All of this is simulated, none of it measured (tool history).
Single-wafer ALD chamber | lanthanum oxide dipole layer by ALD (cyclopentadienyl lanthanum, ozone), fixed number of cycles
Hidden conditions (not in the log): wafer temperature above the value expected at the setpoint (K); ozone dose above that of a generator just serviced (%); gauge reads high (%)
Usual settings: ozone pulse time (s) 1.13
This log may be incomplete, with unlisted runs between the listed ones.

| run | hour | ozone pulse time (s) | wafers since the last listed run | hours since the last thermocouple change | hours since the last ozone generator service | hours since the showerhead was replaced | hours since the gauge calibration | read-back reference wafer on the same gauge, thickness_nm | mean film thickness on the monitor wafer (nm) |
|---|---|---|---|---|---|---|---|---|---|
| 1 | 0.0 | 1.23 | 0 | 904.8 | 1225.3 | 1538.9 | 293.8 | 0.462 | 0.496 |
| 2 | 62.8 | 1.23 | 922 | 967.6 | 1288.1 | 1601.7 | 356.6 | 0.462 | 0.497 |
| 3 | 127.0 | 1.23 | 943 | 1031.8 | 1352.3 | 1665.9 | 420.8 | 0.462 | 0.497 |
| 4 | 164.4 | 1.13 | 549 | 1069.2 | 1389.7 | 1703.3 | 458.2 | 0.463 | 0.484 |
| 5 | 200.3 | 1.40 | 527 | 1105.1 | 1425.6 | 1739.2 | 494.1 | 0.462 | 0.511 |
| 6 | 270.5 | 0.90 | 1031 | 1175.3 | 1495.8 | 1809.4 | 564.3 | 0.462 | 0.448 |
| 7 | 318.5 | 0.90 | 705 | 1223.3 | 1543.8 | 1857.4 | 612.3 | 0.462 | 0.446 |
| 8 | 389.3 | 0.90 | 1039 | 1294.1 | 1614.6 | 1928.2 | 683.1 | 0.462 | 0.446 |
| 9 | 424.7 | 1.13 | 519 | 1329.5 | 1650.0 | 1963.6 | 718.5 | 0.462 | 0.480 |
| 10 | 493.7 | 1.27 | 1013 | 1398.5 | 1719.0 | 2032.6 | 787.5 | 0.462 | 0.500 |
| 11 | 548.9 | 1.22 | 810 | 1453.7 | 1774.2 | 2087.8 | 842.7 | 0.462 | 0.494 |
| 12 | 589.0 | 1.22 | 589 | 1493.8 | 1814.3 | 2127.9 | 882.8 | 0.462 | 0.496 |
| 13 | 617.9 | 1.22 | 424 | 1522.7 | 1843.2 | 2156.8 | 911.7 | 0.462 | 0.492 |
|  | 687.6 | ozone generator serviced |
| 14 | 688.1 | 1.13 | 913 | 1592.9 | 0.5 | 2227.0 | 981.9 | 0.462 | 0.494 |
| 15 | 756.6 | 1.13 | 1006 | 1661.4 | 69.0 | 2295.5 | 1050.4 | 0.462 | 0.490 |
| 16 | 781.6 | 1.13 | 367 | 1686.4 | 94.0 | 2320.5 | 1075.4 | 0.462 | 0.492 |
| 17 | 839.5 | 0.97 | 850 | 1744.3 | 151.9 | 2378.4 | 1133.3 | 0.462 | 0.468 |
| 18 | 866.0 | 1.13 | 389 | 1770.8 | 178.4 | 2404.9 | 1159.8 | 0.462 | 0.489 |
| 19 | 924.0 | 0.79 | 851 | 1828.8 | 236.4 | 2462.9 | 1217.8 | 0.462 | 0.430 |
| 20 | 980.2 | 1.29 | 825 | 1885.0 | 292.6 | 2519.1 | 1274.0 | 0.462 | 0.506 |
| 21 | 1039.5 | 1.31 | 871 | 1944.3 | 351.9 | 2578.4 | 1333.3 | 0.462 | 0.511 |
| 22 | 1092.9 | 1.30 | 784 | 1997.7 | 405.3 | 2631.8 | 1386.7 | 0.462 | 0.507 |
| 23 | 1143.1 | 1.46 | 737 | 2047.9 | 455.5 | 2682.0 | 1436.9 | 0.462 | 0.523 |
| 24 | 1176.4 | 0.78 | 489 | 2081.2 | 488.8 | 2715.3 | 1470.2 | 0.462 | 0.427 |
| 25 | 1205.9 | 0.80 | 433 | 2110.7 | 518.3 | 2744.8 | 1499.7 | 0.462 | 0.432 |
|  | 1244.4 | gauge calibrated |
|  | 1245.1 | thermocouple changed; heater temperature recalibrated |
| 26 | 1257.6 | 1.56 | 641 | 12.5 | 570.0 | 2796.5 | 13.2 | 0.462 | 0.525 |
|  | 1287.9 | showerhead replaced |
| 27 | 1328.4 | 0.87 | 922 | 83.3 | 640.8 | 40.5 | 84.0 | 0.462 | 0.447 |
| 28 | 1393.0 | 0.90 | 948 | 147.9 | 705.4 | 105.1 | 148.6 | 0.462 | 0.450 |
| 29 | 1462.5 | 0.90 | 1020 | 217.4 | 774.9 | 174.6 | 218.1 | 0.462 | 0.450 |
| 30 | 1503.3 | 0.73 | 599 | 258.2 | 815.7 | 215.4 | 258.9 | 0.462 | 0.410 |
| 31 | 1548.5 | 1.53 | 663 | 303.4 | 860.9 | 260.6 | 304.1 | 0.462 | 0.521 |
| 32 | 1586.4 | 1.47 | 556 | 341.3 | 898.8 | 298.5 | 342.0 | 0.462 | 0.519 |
| 33 | 1620.2 | 1.36 | 496 | 375.1 | 932.6 | 332.3 | 375.8 | 0.462 | 0.511 |
| 34 | 1676.5 | 1.13 | 826 | 431.4 | 988.9 | 388.6 | 432.1 | 0.462 | 0.487 |

Pick out some run-to-run changes in mean film thickness on the monitor wafer (nm). Of each, how much would a tool without hidden state show as well, from the settings, what came in and chance, and how much is left for the hidden state and any gauge scatter not in both results compared?
Run 5 -> 6: ozone pulse time (s) 1.40 -> 0.90. mean film thickness on the monitor wafer (nm) -0.063: hidden state -0.004, all else -0.059.
Run 13 -> 14: ozone pulse time (s) 1.22 -> 1.13, ozone generator serviced. mean film thickness on the monitor wafer (nm) +0.002: hidden state +0.009, all else -0.007.
Run 23 -> 24: ozone pulse time (s) 1.46 -> 0.78. mean film thickness on the monitor wafer (nm) -0.096: hidden state -0.003, all else -0.093.
Run 25 -> 26: ozone pulse time (s) 0.80 -> 1.56, gauge calibrated, thermocouple changed; heater temperature recalibrated. mean film thickness on the monitor wafer (nm) +0.093: hidden state +0.002, all else +0.091.
Run 30 -> 31: ozone pulse time (s) 0.73 -> 1.53. mean film thickness on the monitor wafer (nm) +0.111: hidden state +0.003, all else +0.108.

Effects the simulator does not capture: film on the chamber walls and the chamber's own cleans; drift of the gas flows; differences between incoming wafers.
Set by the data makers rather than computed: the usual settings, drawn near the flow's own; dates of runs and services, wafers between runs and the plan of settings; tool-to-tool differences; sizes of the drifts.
